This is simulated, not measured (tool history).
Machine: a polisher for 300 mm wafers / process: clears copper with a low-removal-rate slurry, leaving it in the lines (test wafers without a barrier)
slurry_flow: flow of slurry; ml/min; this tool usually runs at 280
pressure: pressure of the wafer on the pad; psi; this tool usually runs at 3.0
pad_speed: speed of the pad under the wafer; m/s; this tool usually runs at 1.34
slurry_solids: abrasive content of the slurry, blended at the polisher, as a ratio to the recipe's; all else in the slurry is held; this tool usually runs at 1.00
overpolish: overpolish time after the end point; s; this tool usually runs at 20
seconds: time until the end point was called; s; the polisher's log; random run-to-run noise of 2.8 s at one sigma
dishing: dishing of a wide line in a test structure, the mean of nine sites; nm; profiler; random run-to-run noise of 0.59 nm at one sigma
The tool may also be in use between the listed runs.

run   hour  slurry_flow  pressure  pad_speed  slurry_solids  overpolish  wafers since the last listed run  wafers polished on this pad  hours since the slurry nozzle was cleaned  hours since the head pressure was calibrated  hours since the slurry blender was calibrated  incoming thickness of the incoming film, nm  seconds  dishing
  1    0.0          280       3.0       1.34           1.15          20                                 0                         1424                                       41.2                                         925.2                                           41.6                                        604.4    174.9     47.1
  2   12.1          280       3.0       1.34           1.00          20                               107                         1531                                       53.3                                         937.3                                           53.7                                        583.9    171.8     45.8
      19.1  -- worn pad replaced by a new one
  3   28.1          280       3.0       1.34           1.00          20                               106                           80                                       69.3                                         953.3                                           69.7                                        588.1    174.5     43.9
  4   62.6          280       3.0       1.34           1.00          20                               306                          386                                      103.8                                         987.8                                          104.2                                        590.7    176.2     44.6
  5   98.1          280       3.0       1.34           1.00          20                               314                          701                                      139.3                                        1023.3                                          139.7                                        599.8    196.2     42.7
  6  129.3          280       3.0       1.34           1.00          20                               276                          978                                      170.5                                        1054.5                                          170.9                                        598.7    192.9     42.1
     134.9  -- slurry blender recalibrated
     189.0  -- worn pad replaced by a new one
  7  189.9          280       3.7       1.34           1.00          20                               484                            8                                      231.1                                        1115.1                                           55.0                                        597.1    144.9     53.2
  8  211.9          280       3.7       1.34           1.00          20                               195                          203                                      253.1                                        1137.1                                           77.0                                        601.5    149.5     53.0
  9  224.0          280       3.7       1.34           1.00          20                               107                          310                                      265.2                                        1149.2                                           89.1                                        598.3    146.3     53.3
     238.9  -- head pressure recalibrated
 10  242.0          280       3.0       1.34           1.00          20                               141                          452                                      283.2                                           3.1                                          107.1                                        594.9    183.7     43.2
 11  265.3          280       2.6       1.34           1.00          16                               206                          659                                      306.5                                          26.4                                          130.4                                        588.9    214.5     32.2
 12  291.5          280       2.6       1.34           1.00          16                               232                          891                                      332.7                                          52.6                                          156.6                                        596.4    222.7     31.5
     294.4  -- slurry blender recalibrated
 13  304.0          280       2.6       1.34           1.00          16                                93                          984                                      345.2                                          65.1                                            9.6                                        592.5    195.2     34.6
 14  327.3          345       3.0       1.78           1.00          20                               206                         1191                                      368.5                                          88.4                                           32.9                                        591.3    129.2     57.2
 15  343.3          280       3.0       1.34           1.00          20                               141                         1333                                      384.5                                         104.4                                           48.9                                        605.4    182.0     45.0
 16  356.0          375       3.8       1.34           1.00          20                               112                         1446                                      397.2                                         117.1                                           61.6                                        598.9    142.9     54.1
     379.9  -- worn pad replaced by a new one
 17  443.0          280       3.0       1.34           1.00          20                               736                          559                                      484.2                                         204.1                                          148.6                                        594.4    191.8     42.9
 18  455.5          280       3.6       1.34           1.00          12                               110                          670                                      496.7                                         216.6                                          161.1                                        591.2    160.3     32.5
     469.5  -- slurry blender recalibrated
 19  478.9          280       3.0       1.34           1.00          20                               189                          860                                      520.1                                         240.0                                            9.4                                        603.8    178.7     45.9
     547.6  -- worn pad replaced by a new one
 20  558.0          280       3.0       1.34           1.15          20                               666                           92                                      599.2                                         319.1                                           88.5                                        594.8    176.3     45.7
 21  582.0          280       3.0       1.34           1.15          20                               212                          305                                      623.2                                         343.1                                          112.5                                        606.7    182.1     44.5
     585.3  -- slurry nozzle cleaned
 22  600.2          280       3.7       1.34           1.00          28                               152                          458                                       14.9                                         361.3                                          130.7                                        608.7    157.9     63.9
     673.4  -- slurry blender recalibrated
 23  707.4          280       3.0       1.34           1.00          20                               933                         1391                                      122.1                                         468.5                                           34.0                                        583.1    171.9     45.8
     722.8  -- worn pad replaced by a new one
 24  735.0          280       3.7       1.34           1.10          20                               209                          108                                      149.7                                         496.1                                           61.6                                        597.4    139.6     54.2
 25  763.3          280       3.5       1.34           0.70          20                               251                          359                                      178.0                                         524.4                                           89.9                                        591.8    174.5     47.0
 26  784.6          280       3.0       1.34           1.00          29                               188                          548                                      199.3                                         545.7                                          111.2                                        595.5    183.2     56.2
 27  804.3          280       3.9       1.54           1.00          20                               174                          723                                      219.0                                         565.4                                          130.9                                        600.5    129.1     58.9
 28  827.5          220       3.3       1.34           1.00          10                               205                          928                                      242.2                                         588.6                                          154.1                                        594.5    188.2     25.8
     839.2  -- slurry blender recalibrated
 29  861.8          280       3.0       1.34           1.20          20                               286                         1215                                      276.5                                         622.9                                           22.6                                        597.0    164.4     46.5

Alternative continuations, all from the tool just after run 29; predict every row:
  A  862.3          280       3.0       1.34           1.00           9                                 4                         1219                                      277.0                                         623.4                                           23.1                                        592.8        ?        ?
  B  862.3          280       3.0       1.34           1.30          24                                 4                         1219                                      277.0                                         623.4                                           23.1                                        592.8        ?        ?
  C  862.3          280       3.0       1.34           0.85          15                                 4                         1219                                      277.0                                         623.4                                           23.1                                        592.8        ?        ?

run  seconds  dishing
  A    173.5     24.4
  B    160.9     55.6
  C    182.3     35.9
With no hidden state in the tool, these same runs would have given:
run  seconds  dishing
  A    170.8     24.8
  B    158.2     56.2
  C    179.5     36.4
